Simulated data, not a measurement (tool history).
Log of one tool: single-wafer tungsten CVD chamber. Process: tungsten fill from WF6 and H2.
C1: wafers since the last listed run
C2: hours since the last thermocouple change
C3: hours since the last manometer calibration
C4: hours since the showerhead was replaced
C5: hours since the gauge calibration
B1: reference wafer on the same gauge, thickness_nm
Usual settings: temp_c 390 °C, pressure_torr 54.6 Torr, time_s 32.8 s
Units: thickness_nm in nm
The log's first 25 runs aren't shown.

run 26 hour=2069.5 | temp_c=403 pressure_torr=65.1 time_s=27.3 | C1=588 C2=676.1 C3=992.1 C4=380.3 C5=709.3 | B1=92.693 | thickness_nm=110.776
run 27 hour=2125.8 | temp_c=405 pressure_torr=49.6 time_s=28.2 | C1=643 C2=732.4 C3=1048.4 C4=436.6 C5=765.6 | B1=92.821 | thickness_nm=104.675
run 28 hour=2214.9 | temp_c=384 pressure_torr=54.6 time_s=32.8 | C1=1018 C2=821.5 C3=1137.5 C4=525.7 C5=854.7 | B1=92.639 | thickness_nm=81.792
-- hour=2238.8 capacitance manometer re-zeroed and calibrated
run 29 hour=2316.9 | temp_c=385 pressure_torr=54.6 time_s=26.7 | C1=1074 C2=923.5 C3=78.1 C4=627.7 C5=956.7 | B1=92.866 | thickness_nm=67.865
run 30 hour=2357.1 | temp_c=402 pressure_torr=62.1 time_s=32.8 | C1=459 C2=963.7 C3=118.3 C4=667.9 C5=996.9 | B1=92.887 | thickness_nm=127.532
run 31 hour=2411.6 | temp_c=390 pressure_torr=54.6 time_s=32.8 | C1=622 C2=1018.2 C3=172.8 C4=722.4 C5=1051.4 | B1=92.753 | thickness_nm=93.055
run 32 hour=2510.9 | temp_c=390 pressure_torr=44.9 time_s=28.2 | C1=1134 C2=1117.5 C3=272.1 C4=821.7 C5=1150.7 | B1=92.845 | thickness_nm=72.728
run 33 hour=2584.1 | temp_c=390 pressure_torr=61.3 time_s=32.8 | C1=836 C2=1190.7 C3=345.3 C4=894.9 C5=1223.9 | B1=92.807 | thickness_nm=98.488
run 34 hour=2656.0 | temp_c=390 pressure_torr=54.6 time_s=32.8 | C1=821 C2=1262.6 C3=417.2 C4=966.8 C5=1295.8 | B1=92.708 | thickness_nm=93.137

4 ways to go on from here, each from the tool as it stands after run 34. What would each give?
run A hour=2656.4 | temp_c=390 pressure_torr=54.6 time_s=32.8 | C1=4 C2=1263.0 C3=417.6 C4=967.2 C5=1296.2 | B1=? | thickness_nm=?
run B hour=2656.4 | temp_c=381 pressure_torr=58.6 time_s=32.8 | C1=4 C2=1263.0 C3=417.6 C4=967.2 C5=1296.2 | B1=? | thickness_nm=?
run C hour=2656.4 | temp_c=390 pressure_torr=47.4 time_s=32.8 | C1=4 C2=1263.0 C3=417.6 C4=967.2 C5=1296.2 | B1=? | thickness_nm=?
run D hour=2656.4 | temp_c=390 pressure_torr=63.7 time_s=35.1 | C1=4 C2=1263.0 C3=417.6 C4=967.2 C5=1296.2 | B1=? | thickness_nm=?

run=A B1=92.724 thickness_nm=93.714
run=B B1=92.724 thickness_nm=78.928
run=C B1=92.724 thickness_nm=87.810
run=D B1=92.724 thickness_nm=107.528
Without the tool's hidden state the same runs would have given:
run=A thickness_nm=93.714
run=B thickness_nm=78.928
run=C thickness_nm=87.810
run=D thickness_nm=107.528
